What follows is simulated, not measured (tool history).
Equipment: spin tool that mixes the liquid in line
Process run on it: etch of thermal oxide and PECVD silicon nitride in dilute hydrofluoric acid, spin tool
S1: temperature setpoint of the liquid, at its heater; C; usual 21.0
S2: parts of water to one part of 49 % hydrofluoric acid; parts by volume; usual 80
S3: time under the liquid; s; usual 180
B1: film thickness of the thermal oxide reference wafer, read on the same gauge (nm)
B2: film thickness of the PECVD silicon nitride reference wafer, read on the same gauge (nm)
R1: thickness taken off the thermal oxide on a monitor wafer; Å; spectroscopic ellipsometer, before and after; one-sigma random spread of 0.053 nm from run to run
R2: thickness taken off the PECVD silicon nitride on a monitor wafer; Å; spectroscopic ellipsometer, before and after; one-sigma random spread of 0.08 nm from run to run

Run 1, hour 0.0: usual settings; B1 130.02; B2 130.03. Result: R1 113.3 Å, R2 96.0 Å.
Run 2, hour 28.6: usual settings; B1 130.00; B2 129.99. Result: R1 112.1 Å, R2 96.0 Å.
Run 3, hour 62.6: usual settings but S3 225 s; B1 130.01; B2 130.00. Result: R1 139.8 Å, R2 121.0 Å.
Run 4, hour 89.0: usual settings but S3 225 s; B1 129.99; B2 130.00. Result: R1 142.3 Å, R2 120.5 Å.
Run 5, hour 112.7: usual settings; B1 129.97; B2 130.05. Result: R1 112.7 Å, R2 99.2 Å.
At hour 121.0: gauge calibrated.
At hour 142.3: hydrofluoric acid flow meter replaced.
Run 6, hour 144.8: usual settings; B1 130.01; B2 130.04. Result: R1 103.0 Å, R2 89.5 Å.
Run 7, hour 170.5: usual settings; B1 130.02; B2 130.03. Result: R1 102.6 Å, R2 89.3 Å.
Run 8, hour 197.1: usual settings; B1 130.02; B2 130.01. Result: R1 104.6 Å, R2 89.5 Å.
Run 9, hour 216.0: usual settings; B1 129.98; B2 129.98. Result: R1 104.3 Å, R2 89.3 Å.
Run 10, hour 235.0: usual settings; B1 130.00; B2 130.00. Result: R1 103.0 Å, R2 88.9 Å.
Run 11, hour 255.6: usual settings; B1 130.00; B2 130.00. Result: R1 104.4 Å, R2 89.4 Å.
At hour 265.4: thermometer replaced.
Run 12, hour 282.3: usual settings but S1 25.5 C, S3 235 s; B1 130.02; B2 130.01. Result: R1 163.4 Å, R2 159.6 Å.
Run 13, hour 305.3: usual settings but S3 115 s; B1 130.02; B2 130.00. Result: R1 66.9 Å, R2 57.4 Å.
Run 14, hour 327.1: usual settings but S2 70 parts by volume, S3 285 s; B1 130.00; B2 130.01. Result: R1 192.6 Å, R2 161.0 Å.
Run 15, hour 345.2: usual settings but S3 225 s; B1 130.01; B2 130.00. Result: R1 131.7 Å, R2 114.0 Å.
Run 16, hour 375.4: usual settings but S3 115 s; B1 129.97; B2 129.96. Result: R1 66.9 Å, R2 57.5 Å.
Run 17, hour 389.3: usual settings but S1 23.0 C, S2 95 parts by volume, S3 275 s; B1 130.01; B2 130.01. Result: R1 143.5 Å, R2 134.5 Å.
Run 18, hour 402.0: usual settings; B1 130.01; B2 130.02. Result: R1 105.1 Å, R2 91.3 Å.
Run 19, hour 422.8: usual settings but S1 25.0 C, S2 105 parts by volume, S3 120 s; B1 130.01; B2 130.03. Result: R1 61.3 Å, R2 60.8 Å.
Run 20, hour 464.1: usual settings but S2 100 parts by volume; B1 130.01; B2 130.00. Result: R1 81.7 Å, R2 72.7 Å.
Run 21, hour 477.0: usual settings but S1 25.5 C; B1 130.01; B2 129.97. Result: R1 126.5 Å, R2 125.0 Å.
Run 22, hour 490.9: usual settings; B1 130.00; B2 129.98. Result: R1 105.7 Å, R2 91.6 Å.
Run 23, hour 512.1: usual settings; B1 130.00; B2 130.00. Result: R1 106.4 Å, R2 91.3 Å.
Run 24, hour 524.1: usual settings but S1 17.0 C, S3 110 s; B1 130.00; B2 130.00. Result: R1 54.4 Å, R2 42.0 Å.
Run 25, hour 547.5: usual settings but S1 17.0 C, S3 125 s; B1 129.97; B2 129.98. Result: R1 62.1 Å, R2 47.9 Å.
Run 26, hour 565.5: usual settings; B1 130.00; B2 129.99. Result: R1 106.2 Å, R2 92.4 Å.

Table of differences, measured result less the result of that run with no hidden state. Run-to-run variation is the same in both. Gauge scatter possibly is not:
Hidden state at play: liquid hotter than its thermometer reads (K); hydrofluoric acid flow above the setpoint (%); gauge reads high (%).
run     R1     R2
  1  +10.5   +8.0
  2  +10.6   +8.2
  3  +13.5  +10.6
  4  +14.0  +10.7
  5  +11.2   +8.9
  6   +1.0   +0.8
  7   +1.2   +0.9
  8   +1.4   +1.1
  9   +1.5   +1.2
 10   +1.7   +1.2
 11   +1.9   +1.4
 12   +3.2   +2.8
 13   +1.4   +1.1
 14   +4.3   +3.3
 15   +3.1   +2.4
 16   +1.7   +1.3
 17   +3.9   +3.3
 18   +2.9   +2.2
 19   +1.8   +1.6
 20   +2.6   +2.1
 21   +4.2   +3.6
 22   +3.5   +2.7
 23   +3.7   +2.9
 24   +1.9   +1.4
 25   +2.3   +1.6
 26   +4.0   +3.1

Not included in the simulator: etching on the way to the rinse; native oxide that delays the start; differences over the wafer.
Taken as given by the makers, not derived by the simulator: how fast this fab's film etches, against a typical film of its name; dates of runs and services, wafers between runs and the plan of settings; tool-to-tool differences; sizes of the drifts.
